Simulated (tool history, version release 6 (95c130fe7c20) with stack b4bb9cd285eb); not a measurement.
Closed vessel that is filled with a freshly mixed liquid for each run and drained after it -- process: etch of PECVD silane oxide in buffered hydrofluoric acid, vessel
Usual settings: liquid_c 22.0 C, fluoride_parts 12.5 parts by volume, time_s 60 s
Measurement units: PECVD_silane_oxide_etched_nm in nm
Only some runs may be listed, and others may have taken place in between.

run     day  liquid_c  fluoride_parts  time_s  wafers since the last listed run  hours since the thermometer was replaced  hours since the hydrofluoric acid flow meter was replaced  hours since the gauge calibration  read-back film thickness of the PECVD silane oxide reference wafer, read on the same gauge (nm)  PECVD_silane_oxide_etched_nm
  1   0.000      22.0            12.5      60                                 0                                    2591.1                                                     2130.1                              520.4                                                                                           149.98                         98.96
  2   1.021      22.0            12.5      35                              2027                                    2615.6                                                     2154.6                              544.9                                                                                           150.00                         57.48
  3   1.771      22.0            12.5      60                              1489                                    2633.6                                                     2172.6                              562.9                                                                                           149.96                         99.09
  4   2.579      22.0            12.5      60                              1605                                    2653.0                                                     2192.0                              582.3                                                                                           150.04                         98.12
  5   3.104      22.0            12.5      60                              1042                                    2665.6                                                     2204.6                              594.9                                                                                           150.00                         98.87
  6   3.850      22.0             9.0      45                              1481                                    2683.5                                                     2222.5                              612.8                                                                                           150.01                         98.43
  7   5.092      22.0             9.0      45                              2465                                    2713.3                                                     2252.3                              642.6                                                                                           150.01                         99.01
  8   6.071      22.0             9.0      45                              1944                                    2736.8                                                     2275.8                              666.1                                                                                           150.01                         98.36
  9  10.533      22.0            12.5      60                              8862                                    2843.9                                                     2382.9                              773.2                                                                                           150.00                         97.61
 10  11.604      22.0            12.5      60                              2126                                    2869.6                                                     2408.6                              798.9                                                                                           150.00                         95.95
     12.242  -- hydrofluoric acid flow meter replaced
 11  12.262      22.0            16.5      60                              1224                                    2885.4                                                        0.5                              814.7                                                                                           150.01                         73.75
 12  13.325      20.5            12.5      60                              2110                                    2910.9                                                       26.0                              840.2                                                                                           150.00                         89.01
 13  14.329      22.0            12.5      90                              1994                                    2935.0                                                       50.1                              864.3                                                                                           150.00                        142.64
 14  15.188      22.0            12.5      60                              1704                                    2955.6                                                       70.7                              884.9                                                                                           149.99                         96.90
 15  15.758      22.0            12.5      60                              1133                                    2969.3                                                       84.4                              898.6                                                                                           149.97                         96.00
 16  18.121      22.0            12.5      60                              4692                                    3026.0                                                      141.1                              955.3                                                                                           150.00                         97.59
 17  19.546      22.0            12.5      60                              2830                                    3060.2                                                      175.3                              989.5                                                                                           150.01                         95.74
     22.021  -- thermometer replaced
 18  22.196      22.0            10.5      40                              5180                                       4.2                                                      238.9                             1053.1                                                                                           149.99                         87.92
 19  23.817      22.0            16.5      60                              3219                                      43.1                                                      277.8                             1092.0                                                                                           150.02                         84.66
     24.675  -- gauge calibrated
 20  25.150      22.0            15.0      75                              2648                                      75.1                                                      309.8                               11.4                                                                                           150.01                        115.16
 21  26.358      24.5            17.5      60                              2399                                     104.1                                                      338.8                               40.4                                                                                           149.99                         90.03
 22  27.567      22.0             8.0      60                              2399                                     133.1                                                      367.8                               69.4                                                                                           149.99                        167.35
 23  28.625      20.0            17.0      90                              2101                                     158.5                                                      393.2                               94.8                                                                                           150.00                        109.18
 24  30.075      22.0            12.5      60                              2879                                     193.3                                                      428.0                              129.6                                                                                           149.98                        107.75
 25  30.958      18.0            10.0      80                              1754                                     214.5                                                      449.2                              150.8                                                                                           150.00                        146.42
 26  31.900      18.0            12.5      60                              1870                                     237.1                                                      471.8                              173.4                                                                                           149.99                         86.99
 27  33.283      22.0            14.0      60                              2747                                     270.3                                                      505.0                              206.6                                                                                           149.99                         97.77
 28  34.283      24.0             8.0      70                              1986                                     294.3                                                      529.0                              230.6                                                                                           149.97                        216.43
 29  35.067      22.0            17.0      95                              1555                                     313.1                                                      547.8                              249.4                                                                                           149.98                        126.99
 30  36.071      22.0            16.5      50                              1994                                     337.2                                                      571.9                              273.5                                                                                           150.00                         69.12
 31  37.479      22.0            12.5      60                              2797                                     371.0                                                      605.7                              307.3                                                                                           149.99                        109.60
 32  38.188      22.0             9.5      35                              1406                                     388.0                                                      622.7                              324.3                                                                                           149.98                         81.15

Alternative continuations, all from the tool just after run 32; predict every row:
  A  38.217      17.5            12.5      60                                57                                     388.7                                                      623.4                              325.0                                                                                                ?                             ?
  B  38.217      18.5             8.0      75                                57                                     388.7                                                      623.4                              325.0                                                                                                ?                             ?
  C  38.217      20.5            12.5      50                                57                                     388.7                                                      623.4                              325.0                                                                                                ?                             ?
  D  38.217      25.0             9.0      50                                57                                     388.7                                                      623.4                              325.0                                                                                                ?                             ?
  E  38.217      19.5            14.0      45                                57                                     388.7                                                      623.4                              325.0                                                                                                ?                             ?

run  read-back film thickness of the PECVD silane oxide reference wafer, read on the same gauge (nm)  PECVD_silane_oxide_etched_nm
  A                                                                                           150.02                         85.02
  B                                                                                           150.02                        169.91
  C                                                                                           150.02                         83.97
  D                                                                                           150.02                        143.02
  E                                                                                           150.02                         63.92
With the hidden condition removed and each run's random variation left untouched, the same runs would have given:
run  PECVD_silane_oxide_etched_nm
  A                         88.04
  B                        175.88
  C                         86.89
  D                        147.83
  E                         66.16
